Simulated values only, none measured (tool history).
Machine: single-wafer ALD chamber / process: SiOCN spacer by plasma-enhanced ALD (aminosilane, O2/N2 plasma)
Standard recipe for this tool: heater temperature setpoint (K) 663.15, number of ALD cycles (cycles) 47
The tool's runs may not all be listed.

| run | day | heater temperature setpoint (K) | number of ALD cycles (cycles) | read-back reference wafer on the same gauge, thickness_nm | mean film thickness on the monitor wafer (nm) |
|---|---|---|---|---|---|
| 1 | 0 | 663.15 | 47 | 3.161 | 2.874 |
| 2 | 0.333 | 663.15 | 47 | 3.163 | 2.883 |
| 3 | 0.971 | 663.15 | 47 | 3.16 | 2.873 |
| 4 | 1.267 | 663.15 | 47 | 3.157 | 2.864 |
| 5 | 1.533 | 663.15 | 47 | 3.16 | 2.855 |
| 6 | 1.854 | 663.15 | 47 | 3.157 | 2.866 |
| 7 | 2.35 | 663.15 | 47 | 3.156 | 2.871 |
| 8 | 2.667 | 663.15 | 47 | 3.156 | 2.873 |
| 9 | 3.038 | 663.15 | 44 | 3.153 | 2.687 |
| 10 | 3.608 | 663.15 | 44 | 3.152 | 2.67 |
| 11 | 5.258 | 663.15 | 44 | 3.143 | 2.674 |
| 12 | 5.767 | 663.15 | 47 | 3.142 | 2.856 |
| 13 | 6.15 | 674.15 | 40 | 3.142 | 2.415 |
| 14 | 8.025 | 663.15 | 53 | 3.128 | 3.217 |
| 15 | 8.7 | 663.15 | 47 | 3.126 | 2.843 |
| 16 | 9.142 | 663.15 | 51 | 3.125 | 3.09 |
| 17 | 9.712 | 663.15 | 51 | 3.12 | 3.078 |
| 18 | 10.383 | 663.15 | 51 | 3.118 | 3.074 |
| 19 | 10.883 | 663.15 | 52 | 3.114 | 3.127 |
| 20 | 11.629 | 658.15 | 41 | 3.109 | 2.473 |
| 21 | 12.362 | 663.15 | 39 | 3.103 | 2.337 |
|  | 12.412 | gauge calibrated |
| 22 | 12.742 | 663.15 | 47 | 3.192 | 2.906 |
| 23 | 13.1 | 659.15 | 47 | 3.192 | 2.901 |
| 24 | 13.7 | 668.15 | 43 | 3.189 | 2.645 |
| 25 | 14.167 | 663.15 | 47 | 3.188 | 2.897 |
| 26 | 14.667 | 663.15 | 43 | 3.187 | 2.653 |
|  | 15.379 | thermocouple changed; heater temperature recalibrated |
| 27 | 15.4 | 657.15 | 41 | 3.188 | 2.532 |
| 28 | 15.592 | 674.15 | 47 | 3.19 | 2.876 |
| 29 | 16.267 | 669.15 | 47 | 3.187 | 2.885 |
| 30 | 16.783 | 674.15 | 39 | 3.186 | 2.393 |
| 31 | 17.138 | 663.15 | 47 | 3.188 | 2.891 |
| 32 | 18.408 | 659.15 | 54 | 3.184 | 3.324 |
| 33 | 18.708 | 663.15 | 47 | 3.184 | 2.894 |
| 34 | 19.212 | 653.15 | 42 | 3.184 | 2.59 |
| 35 | 20.462 | 663.15 | 47 | 3.179 | 2.89 |
| 36 | 21.912 | 669.15 | 47 | 3.176 | 2.886 |

What the log doesn't show, run by run:
wafer temperature above the value expected at the setpoint (K): 0 at every run
H1: gauge reads high (%)
| run | H1 |
|---|---|
| 1 | -0.826 |
| 2 | -0.857 |
| 3 | -0.92 |
| 4 | -0.951 |
| 5 | -0.979 |
| 6 | -1.01 |
| 7 | -1.07 |
| 8 | -1.11 |
| 9 | -1.15 |
| 10 | -1.22 |
| 11 | -1.45 |
| 12 | -1.52 |
| 13 | -1.58 |
| 14 | -1.89 |
| 15 | -2.01 |
| 16 | -2.09 |
| 17 | -2.19 |
| 18 | -2.32 |
| 19 | -2.42 |
| 20 | -2.57 |
| 21 | -2.73 |
| 22 | 0.00967 |
| 23 | 0.00786 |
| 24 | 0.00196 |
| 25 | -0.00511 |
| 26 | -0.0151 |
| 27 | -0.0342 |
| 28 | -0.0401 |
| 29 | -0.0637 |
| 30 | -0.0849 |
| 31 | -0.101 |
| 32 | -0.169 |
| 33 | -0.187 |
| 34 | -0.22 |
| 35 | -0.312 |
| 36 | -0.439 |
